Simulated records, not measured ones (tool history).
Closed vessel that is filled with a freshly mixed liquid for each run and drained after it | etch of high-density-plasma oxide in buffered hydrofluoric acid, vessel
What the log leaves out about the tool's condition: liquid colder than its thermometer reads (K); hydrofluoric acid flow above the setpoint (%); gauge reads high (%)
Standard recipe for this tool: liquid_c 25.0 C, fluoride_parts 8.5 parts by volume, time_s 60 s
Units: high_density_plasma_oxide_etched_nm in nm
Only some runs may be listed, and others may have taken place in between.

| run | hour | liquid_c | fluoride_parts | time_s | wafers since the last listed run | hours since the thermometer was replaced | hours since the hydrofluoric acid flow meter was replaced | hours since the gauge calibration | read-back film thickness of the high-density-plasma oxide reference wafer, read on the same gauge (nm) | high_density_plasma_oxide_etched_nm |
|---|---|---|---|---|---|---|---|---|---|---|
| 1 | 0.0 | 25.0 | 8.5 | 60 | 0 | 2661.2 | 1187.6 | 128.5 | 99.99 | 101.53 |
| 2 | 13.4 | 25.0 | 8.5 | 60 | 1964 | 2674.6 | 1201.0 | 141.9 | 100.01 | 100.88 |
| 3 | 34.2 | 25.0 | 8.5 | 60 | 3049 | 2695.4 | 1221.8 | 162.7 | 100.03 | 100.78 |
| 4 | 59.4 | 25.0 | 8.5 | 60 | 3694 | 2720.6 | 1247.0 | 187.9 | 100.01 | 100.83 |
| 5 | 94.0 | 25.0 | 8.5 | 60 | 5072 | 2755.2 | 1281.6 | 222.5 | 100.04 | 100.91 |
|  | 108.8 | gauge calibrated |
| 6 | 126.8 | 25.0 | 8.5 | 60 | 4808 | 2788.0 | 1314.4 | 18.0 | 99.97 | 100.64 |
| 7 | 162.5 | 25.0 | 8.5 | 60 | 5233 | 2823.7 | 1350.1 | 53.7 | 99.96 | 100.45 |
| 8 | 176.8 | 25.0 | 9.5 | 50 | 2096 | 2838.0 | 1364.4 | 68.0 | 100.03 | 76.52 |
| 9 | 194.0 | 25.0 | 6.5 | 60 | 2521 | 2855.2 | 1381.6 | 85.2 | 100.00 | 132.94 |
| 10 | 215.5 | 23.0 | 5.5 | 60 | 3151 | 2876.7 | 1403.1 | 106.7 | 99.99 | 138.60 |
|  | 238.7 | thermometer replaced |
| 11 | 243.9 | 28.0 | 10.0 | 30 | 4016 | 5.2 | 1431.5 | 135.1 | 99.98 | 52.12 |
|  | 256.4 | hydrofluoric acid flow meter replaced |
| 12 | 266.6 | 28.0 | 7.5 | 70 | 3181 | 27.9 | 10.2 | 157.8 | 99.98 | 157.71 |
| 13 | 292.0 | 22.5 | 8.5 | 70 | 3723 | 53.3 | 35.6 | 183.2 | 99.96 | 102.09 |
|  | 302.7 | gauge calibrated |
| 14 | 312.8 | 25.0 | 8.5 | 60 | 3049 | 74.1 | 56.4 | 10.1 | 99.98 | 101.27 |
| 15 | 335.0 | 25.0 | 11.0 | 60 | 3254 | 96.3 | 78.6 | 32.3 | 99.97 | 81.29 |

What was the tool's hidden state at every run in the log?
liquid colder than its thermometer reads (K): 0 in every run
hydrofluoric acid flow above the setpoint (%): 0 in every run
gauge reads high (%): 0 in every run
